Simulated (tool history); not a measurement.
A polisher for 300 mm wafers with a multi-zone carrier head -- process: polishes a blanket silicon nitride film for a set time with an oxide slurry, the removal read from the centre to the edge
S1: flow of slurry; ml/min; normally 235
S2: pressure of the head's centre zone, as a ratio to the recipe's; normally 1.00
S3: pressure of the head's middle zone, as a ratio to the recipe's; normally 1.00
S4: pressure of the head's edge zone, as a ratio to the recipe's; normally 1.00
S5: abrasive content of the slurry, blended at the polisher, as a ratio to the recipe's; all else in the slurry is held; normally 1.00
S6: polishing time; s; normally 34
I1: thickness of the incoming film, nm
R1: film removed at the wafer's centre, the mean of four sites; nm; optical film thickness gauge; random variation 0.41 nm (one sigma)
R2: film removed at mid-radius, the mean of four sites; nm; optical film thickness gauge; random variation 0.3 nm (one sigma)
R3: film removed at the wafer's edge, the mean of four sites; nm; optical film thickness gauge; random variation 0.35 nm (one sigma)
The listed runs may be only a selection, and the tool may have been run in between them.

run	day	S1	S2	S3	S4	S5	S6	I1	R1	R2	R3
1	0.000	235	1.00	1.00	1.00	1.00	34	323.9	40.9	42.1	42.1
2	3.667	235	1.00	1.00	1.00	1.00	34	321.6	40.3	42.3	42.3
3	7.842	235	1.00	1.00	1.00	1.00	34	318.4	41.5	42.3	42.0
4	10.654	235	1.00	1.00	1.00	1.00	34	323.9	41.2	42.7	42.1
5	13.617	235	1.00	1.00	1.00	1.00	34	320.1	40.4	42.6	42.9
6	16.712	235	1.00	1.00	1.00	1.00	34	322.9	41.0	42.7	41.5
7	20.333	235	1.00	1.00	1.12	1.10	28	325.3	34.7	36.7	38.6
8	23.892	210	1.00	1.00	0.93	1.25	45	323.1	60.6	62.1	59.8
9	27.975	235	1.00	1.00	1.00	1.00	34	324.0	40.9	42.8	42.4
10	29.512	235	1.00	1.00	0.92	1.00	34	324.4	40.8	42.8	40.4
11	31.400	235	1.00	0.95	1.00	1.00	34	319.8	41.3	40.8	42.1
12	34.850	235	0.88	1.00	0.97	1.00	42	316.6	45.7	52.6	51.3
13	37.788	200	0.96	1.04	1.00	0.80	34	320.4	33.3	37.6	35.7
14	40.342	235	1.00	1.00	1.00	1.00	34	322.6	40.6	41.9	42.3
15	43.362	235	1.00	1.00	1.00	1.00	34	318.8	40.5	42.5	42.5
16	45.850	235	1.00	1.00	1.00	1.00	34	322.6	40.3	43.0	42.5
17	47.858	235	1.00	1.00	1.00	1.00	34	317.9	40.5	42.7	41.9
18	52.192	295	1.00	1.00	1.03	1.00	34	314.5	41.6	43.4	44.5
19	53.767	305	0.96	1.00	1.00	1.00	27	322.9	32.5	34.8	33.7
20	57.417	235	0.89	1.00	1.00	1.00	34	321.6	37.9	42.5	42.3

Missing from the log above: 12 entries noted between runs. For each, name the pair of listed runs it sits between and say how the tool's hidden condition differs from the listed run just before to the listed run just after:
In the gap between runs 1 and 2: centre zone pressure recalibrated (day 2.758)
  the hidden state is the same at both runs
In the gap between runs 2 and 3: worn pad replaced by a new one (day 4.342)
  the hidden state is the same at both runs
In the gap between runs 4 and 5: slurry nozzle cleaned (day 13.383)
  the hidden state is the same at both runs
In the gap between runs 6 and 7: centre zone pressure recalibrated (day 18.875)
  the hidden state is the same at both runs
In the gap between runs 7 and 8: worn pad replaced by a new one (day 22.733); edge zone pressure recalibrated (day 22.917)
  the hidden state is the same at both runs
In the gap between runs 9 and 10: slurry nozzle cleaned (day 28.800)
  the hidden state is the same at both runs
In the gap between runs 11 and 12: centre zone pressure recalibrated (day 34.679); carrier head's membrane replaced by a new one (day 34.829)
  the hidden state is the same at both runs
In the gap between runs 14 and 15: worn pad replaced by a new one (day 41.108)
  the hidden state is the same at both runs
In the gap between runs 15 and 16: slurry nozzle cleaned (day 45.117)
  the hidden state is the same at both runs
In the gap between runs 17 and 18: centre zone pressure recalibrated (day 50.525)
  the hidden state is the same at both runs
